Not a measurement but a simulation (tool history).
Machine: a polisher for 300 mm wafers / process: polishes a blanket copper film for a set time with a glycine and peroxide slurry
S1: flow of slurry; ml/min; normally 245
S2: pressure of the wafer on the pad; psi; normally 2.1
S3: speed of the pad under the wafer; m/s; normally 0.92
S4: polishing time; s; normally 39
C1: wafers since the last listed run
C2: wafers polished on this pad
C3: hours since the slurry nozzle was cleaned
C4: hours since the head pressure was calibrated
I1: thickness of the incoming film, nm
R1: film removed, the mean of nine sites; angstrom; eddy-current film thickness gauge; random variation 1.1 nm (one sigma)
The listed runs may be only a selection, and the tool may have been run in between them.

Run 1, hour 0: usual settings; C1 0; C2 5426; C3 686.9; C4 467; I1 1291.3. Result: R1 1643 angstrom.
At hour 33.1: slurry nozzle cleaned.
Run 2, hour 63.5: usual settings; C1 828; C2 6255; C3 30.4; C4 530.5; I1 1296.4. Result: R1 1792 angstrom.
At hour 87.6: head pressure recalibrated.
Run 3, hour 110.6: usual settings; C1 597; C2 6852; C3 77.5; C4 23; I1 1294.9. Result: R1 1731 angstrom.
At hour 157.9: worn pad replaced by a new one.
Run 4, hour 180.1: usual settings but S1 185 ml/min; C1 868; C2 294; C3 147; C4 92.5; I1 1304. Result: R1 1638 angstrom.
Run 5, hour 282.5: usual settings but S1 185 ml/min; C1 1357; C2 1651; C3 249.4; C4 194.9; I1 1304.5. Result: R1 1627 angstrom.
Run 6, hour 338.3: usual settings but S1 185 ml/min; C1 739; C2 2391; C3 305.2; C4 250.7; I1 1308.9. Result: R1 1591 angstrom.
Run 7, hour 391.1: usual settings but S2 1.9 psi; C1 699; C2 3091; C3 358; C4 303.5; I1 1336.1. Result: R1 1605 angstrom.
Run 8, hour 455.9: usual settings but S3 0.7 m/s; C1 858; C2 3950; C3 422.8; C4 368.3; I1 1290.8. Result: R1 1399 angstrom.
Run 9, hour 550.2: usual settings but S3 0.7 m/s; C1 1249; C2 5200; C3 517.1; C4 462.6; I1 1295. Result: R1 1412 angstrom.
Run 10, hour 605.3: usual settings but S3 0.7 m/s; C1 730; C2 5930; C3 572.2; C4 517.7; I1 1319.4. Result: R1 1403 angstrom.
Run 11, hour 652.5: usual settings but S2 1.7 psi, S3 1.12 m/s; C1 625; C2 6556; C3 619.4; C4 564.9; I1 1314.3. Result: R1 1735 angstrom.
Run 12, hour 710.4: usual settings but S2 1.7 psi, S3 1.12 m/s; C1 767; C2 7323; C3 677.3; C4 622.8; I1 1301.5. Result: R1 1713 angstrom.
At hour 712.7: head pressure recalibrated.
At hour 728.2: worn pad replaced by a new one.
Run 13, hour 815.4: usual settings but S1 220 ml/min; C1 1312; C2 1156; C3 782.3; C4 102.7; I1 1312. Result: R1 1600 angstrom.
Run 14, hour 871.8: usual settings but S1 280 ml/min; C1 747; C2 1904; C3 838.7; C4 159.1; I1 1327.1. Result: R1 1673 angstrom.
At hour 906.8: slurry nozzle cleaned.
Run 15, hour 971.1: usual settings but S1 280 ml/min; C1 1302; C2 3207; C3 64.3; C4 258.4; I1 1308.5. Result: R1 1794 angstrom.
Run 16, hour 1039.3: usual settings but S1 305 ml/min, S4 43 s; C1 904; C2 4111; C3 132.5; C4 326.6; I1 1311.2. Result: R1 1944 angstrom.
Run 17, hour 1132.7: usual settings but S1 230 ml/min; C1 1238; C2 5349; C3 225.9; C4 420; I1 1315.8. Result: R1 1710 angstrom.
Run 18, hour 1220.6: usual settings but S1 295 ml/min; C1 1165; C2 6514; C3 313.8; C4 507.9; I1 1331.1. Result: R1 1759 angstrom.
At hour 1236.5: head pressure recalibrated.
Run 19, hour 1282.5: usual settings but S1 205 ml/min, S2 1.9 psi, S4 53 s; C1 793; C2 7308; C3 375.7; C4 46; I1 1316.6. Result: R1 2051 angstrom.
At hour 1295.2: worn pad replaced by a new one.
Run 20, hour 1343.9: usual settings but S2 1.5 psi, S3 1.02 m/s; C1 760; C2 644; C3 437.1; C4 107.4; I1 1310.3. Result: R1 1480 angstrom.
Run 21, hour 1490.9: usual settings but S1 205 ml/min, S3 0.76 m/s, S4 50 s; C1 1948; C2 2593; C3 584.1; C4 254.4; I1 1319.8. Result: R1 1766 angstrom.
Run 22, hour 1572.6: usual settings; C1 1082; C2 3676; C3 665.8; C4 336.1; I1 1302.1. Result: R1 1647 angstrom.
Run 23, hour 1611.2: usual settings; C1 511; C2 4188; C3 704.4; C4 374.7; I1 1294.9. Result: R1 1656 angstrom.
At hour 1658.1: slurry nozzle cleaned.
Run 24, hour 1675: usual settings but S1 185 ml/min, S2 2.7 psi, S3 1.04 m/s; C1 832; C2 5020; C3 16.9; C4 438.5; I1 1292.9. Result: R1 2224 angstrom.
Run 25, hour 1752.5: usual settings but S3 1 m/s, S4 50 s; C1 1027; C2 6047; C3 94.4; C4 516; I1 1320.2. Result: R1 2416 angstrom.
Run 26, hour 1840.3: usual settings; C1 1163; C2 7211; C3 182.2; C4 603.8; I1 1300.7. Result: R1 1762 angstrom.
At hour 1858.5: head pressure recalibrated.
At hour 1888: worn pad replaced by a new one.
Run 27, hour 1888.5: usual settings but S1 305 ml/min, S2 2.8 psi, S3 0.66 m/s, S4 53 s; C1 559; C2 6; C3 230.4; C4 30; I1 1321.4. Result: R1 2229 angstrom.
Run 28, hour 1969.4: usual settings but S1 320 ml/min, S3 1.1 m/s; C1 1072; C2 1078; C3 311.3; C4 110.9; I1 1307. Result: R1 1981 angstrom.
Run 29, hour 2025.6: usual settings but S1 310 ml/min; C1 744; C2 1823; C3 367.5; C4 167.1; I1 1293.7. Result: R1 1740 angstrom.
Run 30, hour 2080.9: usual settings but S1 285 ml/min, S2 1.6 psi; C1 733; C2 2556; C3 422.8; C4 222.4; I1 1305.7. Result: R1 1444 angstrom.
Run 31, hour 2120: usual settings; C1 518; C2 3074; C3 461.9; C4 261.5; I1 1288.6. Result: R1 1636 angstrom.
Run 32, hour 2212: usual settings; C1 1219; C2 4294; C3 553.9; C4 353.5; I1 1308.3. Result: R1 1672 angstrom.
Run 33, hour 2292.3: usual settings; C1 1064; C2 5358; C3 634.2; C4 433.8; I1 1315.1. Result: R1 1662 angstrom.
Run 34, hour 2349.7: usual settings; C1 760; C2 6119; C3 691.6; C4 491.2; I1 1323.7. Result: R1 1680 angstrom.
At hour 2354.1: head pressure recalibrated.
At hour 2402.5: slurry nozzle cleaned.
At hour 2413.3: worn pad replaced by a new one.
Run 35, hour 2414.5: usual settings but S1 185 ml/min, S2 1.7 psi; C1 766; C2 15; C3 12; C4 60.4; I1 1321.4. Result: R1 1482 angstrom.
Run 36, hour 2521.6: usual settings but S1 325 ml/min, S2 1.9 psi, S3 0.62 m/s, S4 49 s; C1 1419; C2 1435; C3 119.1; C4 167.5; I1 1305.8. Result: R1 1652 angstrom.
Run 37, hour 2557.7: usual settings; C1 478; C2 1913; C3 155.2; C4 203.6; I1 1305.4. Result: R1 1717 angstrom.

Hidden state at the last listed run before each entry between runs and at the first one after, where it differs:
Runs 1 to 2: slurry nozzle cleaned (hour 33.1)
  slurry flow missing at the pad, %: 41.1 -> 4.6; deviation of the head's pressure from its setpoint, %: 4.82 -> 5.53
  the result without the hidden state subtracted from the measured one, R1: -101 -> +47 angstrom
Runs 2 to 3: head pressure recalibrated (hour 87.6)
  slurry flow missing at the pad, %: 4.6 -> 10; deviation of the head's pressure from its setpoint, %: 5.53 -> 0.0396
  the result without the hidden state subtracted from the measured one, R1: +47 -> -23 angstrom
Runs 3 to 4: worn pad replaced by a new one (hour 157.9)
  slurry flow missing at the pad, %: 10 -> 16.5; deviation of the head's pressure from its setpoint, %: 0.0396 -> 0.814
  the result without the hidden state subtracted from the measured one, R1: -23 -> -45 angstrom
Runs 12 to 13: head pressure recalibrated (hour 712.7); worn pad replaced by a new one (hour 728.2)
  slurry flow missing at the pad, %: 36 -> 37.1; deviation of the head's pressure from its setpoint, %: 6.72 -> -0.00604
  the result without the hidden state subtracted from the measured one, R1: -54 -> -137 angstrom
Runs 14 to 15: slurry nozzle cleaned (hour 906.8)
  slurry flow missing at the pad, %: 37.5 -> 11; deviation of the head's pressure from its setpoint, %: 0.622 -> 1.73
  the result without the hidden state subtracted from the measured one, R1: -106 -> -5 angstrom
Runs 18 to 19: head pressure recalibrated (hour 1236.5)
  slurry flow missing at the pad, %: 29.2 -> 31.7; deviation of the head's pressure from its setpoint, %: 4.51 -> 0.958
  the result without the hidden state subtracted from the measured one, R1: -28 -> -135 angstrom
Runs 19 to 20: worn pad replaced by a new one (hour 1295.2)
  slurry flow missing at the pad, %: 31.7 -> 33.7; deviation of the head's pressure from its setpoint, %: 0.958 -> 1.64
  the result without the hidden state subtracted from the measured one, R1: -135 -> -81 angstrom
Runs 23 to 24: slurry nozzle cleaned (hour 1658.1)
  slurry flow missing at the pad, %: 38.7 -> 5.11; deviation of the head's pressure from its setpoint, %: 4.62 -> 5.33
  the result without the hidden state subtracted from the measured one, R1: -88 -> +54 angstrom
Runs 26 to 27: head pressure recalibrated (hour 1858.5); worn pad replaced by a new one (hour 1888)
  slurry flow missing at the pad, %: 21.5 -> 24.7; deviation of the head's pressure from its setpoint, %: 7.17 -> -0.466
  the result without the hidden state subtracted from the measured one, R1: +14 -> -79 angstrom
Runs 34 to 35: head pressure recalibrated (hour 2354.1); slurry nozzle cleaned (hour 2402.5); worn pad replaced by a new one (hour 2413.3)
  slurry flow missing at the pad, %: 38.4 -> 4.85; deviation of the head's pressure from its setpoint, %: 4.67 -> 1.36
  the result without the hidden state subtracted from the measured one, R1: -88 -> +0 angstrom
